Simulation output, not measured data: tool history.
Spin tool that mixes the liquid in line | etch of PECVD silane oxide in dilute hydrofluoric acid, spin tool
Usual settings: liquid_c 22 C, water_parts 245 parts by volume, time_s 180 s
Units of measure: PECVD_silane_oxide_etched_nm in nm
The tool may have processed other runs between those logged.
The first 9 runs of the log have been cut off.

| run | hour | liquid_c | water_parts | time_s | read-back film thickness of the PECVD silane oxide reference wafer, read on the same gauge (nm) | PECVD_silane_oxide_etched_nm |
|---|---|---|---|---|---|---|
| 10 | 439.1 | 20.5 | 245 | 210 | 150.01 | 28.42 |
| 11 | 510.4 | 20.5 | 245 | 210 | 150 | 28.24 |
| 12 | 552.6 | 19 | 245 | 225 | 150 | 28.84 |
| 13 | 606.5 | 18 | 205 | 145 | 149.99 | 22.16 |
| 14 | 648.8 | 22 | 245 | 120 | 150.01 | 17.16 |
|  | 714.6 | hydrofluoric acid flow meter replaced |
| 15 | 717.7 | 22 | 130 | 90 | 149.99 | 27.04 |
| 16 | 747 | 22 | 245 | 180 | 150 | 25.49 |
| 17 | 796.7 | 22 | 185 | 180 | 149.99 | 35.83 |
| 18 | 820.8 | 22 | 345 | 180 | 149.99 | 16.37 |
| 19 | 869.2 | 22 | 245 | 205 | 150 | 29.14 |
|  | 876.8 | gauge calibrated |
|  | 926.1 | thermometer replaced |
| 20 | 929.3 | 26.5 | 360 | 215 | 150 | 20.89 |
| 21 | 973.6 | 22 | 245 | 265 | 149.99 | 36.24 |
| 22 | 1025.4 | 24 | 245 | 180 | 150 | 26.62 |
| 23 | 1064.8 | 22 | 245 | 180 | 149.99 | 24.49 |
| 24 | 1117 | 18 | 160 | 265 | 150.01 | 51.82 |
| 25 | 1147.7 | 19 | 185 | 255 | 149.99 | 43.97 |
| 26 | 1187.2 | 26.5 | 360 | 215 | 150.01 | 21.19 |
| 27 | 1215.6 | 22 | 295 | 180 | 150.02 | 19.6 |
| 28 | 1283.9 | 17.5 | 245 | 180 | 150.01 | 20.95 |
| 29 | 1325 | 22 | 245 | 180 | 150 | 24.76 |
| 30 | 1364.4 | 22 | 245 | 240 | 150 | 33.25 |
| 31 | 1414.7 | 19 | 245 | 255 | 150.01 | 31.52 |
| 32 | 1469.2 | 25 | 315 | 180 | 149.99 | 20.11 |

What if the next run were any one of these 5? Each begins from the tool's condition after run 32:
| A | 1469.7 | 22 | 180 | 180 | ? | ? |
| B | 1469.7 | 19.5 | 360 | 225 | ? | ? |
| C | 1469.7 | 25 | 315 | 150 | ? | ? |
| D | 1469.7 | 19.5 | 135 | 180 | ? | ? |
| E | 1469.7 | 27 | 180 | 180 | ? | ? |

| run | read-back film thickness of the PECVD silane oxide reference wafer, read on the same gauge (nm) | PECVD_silane_oxide_etched_nm |
|---|---|---|
| A | 150.01 | 36.28 |
| B | 150.01 | 17.47 |
| C | 150.01 | 16.78 |
| D | 150.01 | 45.98 |
| E | 150.01 | 43.68 |
With no hidden state in the tool, these same runs would have given:
| run | PECVD_silane_oxide_etched_nm |
|---|---|
| A | 35.46 |
| B | 17.07 |
| C | 16.41 |
| D | 44.92 |
| E | 42.72 |
